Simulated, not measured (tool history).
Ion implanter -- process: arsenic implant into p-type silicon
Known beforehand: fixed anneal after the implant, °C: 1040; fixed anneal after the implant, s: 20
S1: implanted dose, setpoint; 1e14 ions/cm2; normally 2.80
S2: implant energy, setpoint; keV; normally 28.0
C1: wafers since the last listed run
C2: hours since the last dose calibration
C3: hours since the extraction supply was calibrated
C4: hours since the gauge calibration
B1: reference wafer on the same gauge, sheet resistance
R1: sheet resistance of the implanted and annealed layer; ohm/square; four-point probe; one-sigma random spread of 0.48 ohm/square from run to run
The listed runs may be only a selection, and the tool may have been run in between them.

run,hour,S1,S2,C1,C2,C3,C4,B1,R1
1,0.0,2.80,28.0,0,1596.3,4828.3,257.3,278.23,308.17
# hour 1.0: gauge calibrated
2,53.8,2.80,28.0,1007,1650.1,4882.1,52.8,278.09,307.85
3,70.4,2.23,35.0,310,1666.7,4898.7,69.4,277.99,354.96
4,82.2,2.23,35.0,221,1678.5,4910.5,81.2,278.08,354.22
5,97.7,2.23,35.0,290,1694.0,4926.0,96.7,278.02,354.35
6,114.4,2.80,33.0,312,1710.7,4942.7,113.4,277.97,301.59
# hour 131.5: extraction supply calibrated
7,132.0,3.23,35.0,179,1728.3,0.5,131.0,277.96,267.85
8,146.0,3.29,33.0,262,1742.3,14.5,145.0,278.09,266.02
9,159.5,3.29,33.0,252,1755.8,28.0,158.5,277.99,266.84
10,167.5,3.29,33.0,149,1763.8,36.0,166.5,278.18,266.00
11,179.7,2.80,31.0,228,1776.0,48.2,178.7,278.05,303.62
12,186.0,2.35,28.0,118,1782.3,54.5,185.0,278.09,351.73
13,203.2,2.80,19.0,322,1799.5,71.7,202.2,278.04,323.26
# hour 213.6: Faraday cup replaced and dose calibrated
14,218.1,3.06,33.5,129,4.5,86.6,217.1,278.00,288.81
15,230.1,3.29,33.0,224,16.5,98.6,229.1,277.97,273.11
# hour 233.0: gauge calibrated
16,240.2,3.31,37.5,189,26.6,108.7,7.2,277.99,267.87
17,254.9,2.03,36.5,275,41.3,123.4,21.9,278.07,388.08
18,263.0,2.41,37.5,151,49.4,131.5,30.0,277.86,340.54
19,279.9,3.49,35.0,316,66.3,148.4,46.9,278.02,259.26
20,290.2,2.80,34.5,192,76.6,158.7,57.2,277.87,307.57
21,307.4,2.80,34.0,322,93.8,175.9,74.4,278.04,306.90
22,313.5,2.80,24.0,114,99.9,182.0,80.5,277.98,323.05
23,331.2,2.80,28.0,331,117.6,199.7,98.2,278.01,314.39

4 options for the next run, each taken on its own from the tool as it stands now. Forecast them:
A,331.6,2.80,35.0,7,118.0,200.1,98.6,?,?
B,331.6,3.04,33.0,7,118.0,200.1,98.6,?,?
C,331.6,3.58,28.0,7,118.0,200.1,98.6,?,?
D,331.6,3.03,32.5,7,118.0,200.1,98.6,?,?

run,B1,R1
A,278.03,305.06
B,278.03,288.97
C,278.03,260.68
D,278.03,290.30
Without the tool's unlogged condition, the same runs would have read:
run,R1
A,307.43
B,291.23
C,262.74
D,292.57
